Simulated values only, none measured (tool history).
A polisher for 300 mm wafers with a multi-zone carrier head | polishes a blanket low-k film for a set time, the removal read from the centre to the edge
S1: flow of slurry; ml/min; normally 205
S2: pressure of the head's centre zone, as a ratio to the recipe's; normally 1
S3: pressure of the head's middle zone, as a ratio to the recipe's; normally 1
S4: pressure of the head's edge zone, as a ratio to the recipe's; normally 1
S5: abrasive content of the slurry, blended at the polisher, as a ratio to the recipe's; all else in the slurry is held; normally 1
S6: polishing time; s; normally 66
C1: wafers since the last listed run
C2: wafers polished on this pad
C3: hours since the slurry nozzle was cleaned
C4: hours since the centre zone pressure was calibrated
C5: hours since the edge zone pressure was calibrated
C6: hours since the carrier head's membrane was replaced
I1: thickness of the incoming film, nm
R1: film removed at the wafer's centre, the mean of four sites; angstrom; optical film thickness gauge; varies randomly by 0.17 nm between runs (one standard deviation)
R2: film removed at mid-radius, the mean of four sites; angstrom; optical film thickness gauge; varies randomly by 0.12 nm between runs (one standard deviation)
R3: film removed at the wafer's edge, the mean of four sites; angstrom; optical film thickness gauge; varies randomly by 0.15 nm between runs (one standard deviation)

| run | day | S1 | S2 | S3 | S4 | S5 | S6 | C1 | C2 | C3 | C4 | C5 | C6 | I1 | R1 | R2 | R3 |
|---|---|---|---|---|---|---|---|---|---|---|---|---|---|---|---|---|---|
| 1 | 0 | 205 | 1 | 1 | 1 | 1 | 66 | 0 | 1294 | 179.7 | 723.5 | 117.2 | 244.2 | 787.8 | 171 | 168 | 174 |
|  | 0.267 | worn pad replaced by a new one |
| 2 | 1.304 | 205 | 1 | 0.93 | 1 | 1 | 66 | 266 | 242 | 211 | 754.8 | 148.5 | 275.5 | 788.6 | 173 | 160 | 174 |
| 3 | 2.65 | 205 | 1 | 1 | 1 | 1.15 | 66 | 314 | 557 | 243.3 | 787.1 | 180.8 | 307.8 | 777.6 | 184 | 183 | 186 |
| 4 | 3.879 | 205 | 1 | 1 | 1 | 1.15 | 66 | 287 | 845 | 272.8 | 816.6 | 210.3 | 337.3 | 788.4 | 187 | 182 | 184 |
| 5 | 5.158 | 205 | 1 | 1.03 | 1 | 1 | 66 | 299 | 1144 | 303.5 | 847.3 | 241 | 368 | 799.1 | 173 | 174 | 170 |
|  | 5.688 | worn pad replaced by a new one |
| 6 | 6.621 | 205 | 1 | 1.03 | 1 | 1 | 66 | 303 | 218 | 338.6 | 882.4 | 276.1 | 403.1 | 788.3 | 174 | 175 | 173 |
| 7 | 10.217 | 205 | 1 | 1.03 | 1 | 1 | 66 | 841 | 1059 | 424.9 | 968.7 | 362.4 | 489.4 | 786.9 | 179 | 175 | 171 |
| 8 | 11.712 | 205 | 1 | 1 | 1 | 1 | 66 | 349 | 1409 | 460.8 | 1004.6 | 398.3 | 525.3 | 778.3 | 180 | 169 | 174 |
|  | 12.758 | worn pad replaced by a new one |
| 9 | 13.05 | 205 | 1 | 1 | 1 | 1 | 66 | 273 | 68 | 492.9 | 1036.7 | 430.4 | 557.4 | 774.4 | 181 | 171 | 171 |
|  | 13.179 | edge zone pressure recalibrated |
| 10 | 15.917 | 170 | 1.11 | 1.1 | 1 | 0.8 | 66 | 651 | 719 | 561.7 | 1105.5 | 65.7 | 626.2 | 781.2 | 171 | 155 | 146 |
|  | 18.121 | worn pad replaced by a new one |
| 11 | 20.329 | 205 | 1 | 1 | 0.9 | 1 | 66 | 993 | 516 | 667.6 | 1211.4 | 171.6 | 732.1 | 797.4 | 189 | 169 | 163 |
|  | 20.454 | slurry nozzle cleaned |
|  | 22.629 | carrier head's membrane replaced by a new one |
|  | 23.571 | centre zone pressure recalibrated |
| 12 | 23.592 | 245 | 0.96 | 1 | 1.09 | 1.2 | 66 | 685 | 1201 | 75.3 | 0.5 | 249.9 | 23.1 | 786.3 | 182 | 191 | 196 |
|  | 23.958 | worn pad replaced by a new one |
| 13 | 24.912 | 145 | 1 | 1 | 1 | 1 | 89 | 270 | 223 | 107 | 32.2 | 281.6 | 54.8 | 784.1 | 215 | 214 | 219 |
| 14 | 25.612 | 205 | 1 | 1 | 1 | 1 | 82 | 163 | 386 | 123.8 | 49 | 298.4 | 71.6 | 794.4 | 207 | 210 | 212 |
| 15 | 27.033 | 205 | 1 | 0.9 | 1 | 1 | 48 | 332 | 719 | 157.9 | 83.1 | 332.5 | 105.7 | 800.9 | 123 | 113 | 125 |
| 16 | 28.167 | 165 | 1 | 0.96 | 0.93 | 1 | 88 | 265 | 984 | 185.1 | 110.3 | 359.7 | 132.9 | 785.4 | 219 | 211 | 214 |
| 17 | 28.892 | 205 | 1 | 1 | 1 | 1 | 66 | 169 | 1154 | 202.5 | 127.7 | 377.1 | 150.3 | 807.5 | 167 | 169 | 171 |
| 18 | 29.596 | 205 | 1 | 1 | 1 | 1 | 66 | 164 | 1318 | 219.4 | 144.6 | 394 | 167.2 | 787.2 | 170 | 170 | 172 |
|  | 30.412 | worn pad replaced by a new one |
| 19 | 30.762 | 205 | 1 | 1 | 1 | 1.15 | 66 | 233 | 82 | 247.4 | 172.6 | 422 | 195.2 | 801 | 180 | 184 | 185 |

Consider 4 possible next runs. They are alternatives, not a sequence: every one starts from the tool as it was left by run 19. What does each give?
| A | 30.779 | 205 | 1 | 1 | 1 | 1 | 66 | 3 | 85 | 247.8 | 173 | 422.4 | 195.6 | 788.1 | ? | ? | ? |
| B | 30.779 | 205 | 1.1 | 1 | 1 | 1 | 66 | 3 | 85 | 247.8 | 173 | 422.4 | 195.6 | 788.1 | ? | ? | ? |
| C | 30.779 | 205 | 1 | 1 | 1 | 1.3 | 66 | 3 | 85 | 247.8 | 173 | 422.4 | 195.6 | 788.1 | ? | ? | ? |
| D | 30.779 | 205 | 1 | 1 | 1 | 0.8 | 66 | 3 | 85 | 247.8 | 173 | 422.4 | 195.6 | 788.1 | ? | ? | ? |

| run | R1 | R2 | R3 |
|---|---|---|---|
| A | 169 | 168 | 172 |
| B | 186 | 168 | 172 |
| C | 192 | 190 | 196 |
| D | 148 | 147 | 151 |
Had the tool no hidden state, the same runs would have come out as:
| run | R1 | R2 | R3 |
|---|---|---|---|
| A | 167 | 168 | 172 |
| B | 184 | 168 | 172 |
| C | 189 | 190 | 196 |
| D | 146 | 147 | 151 |
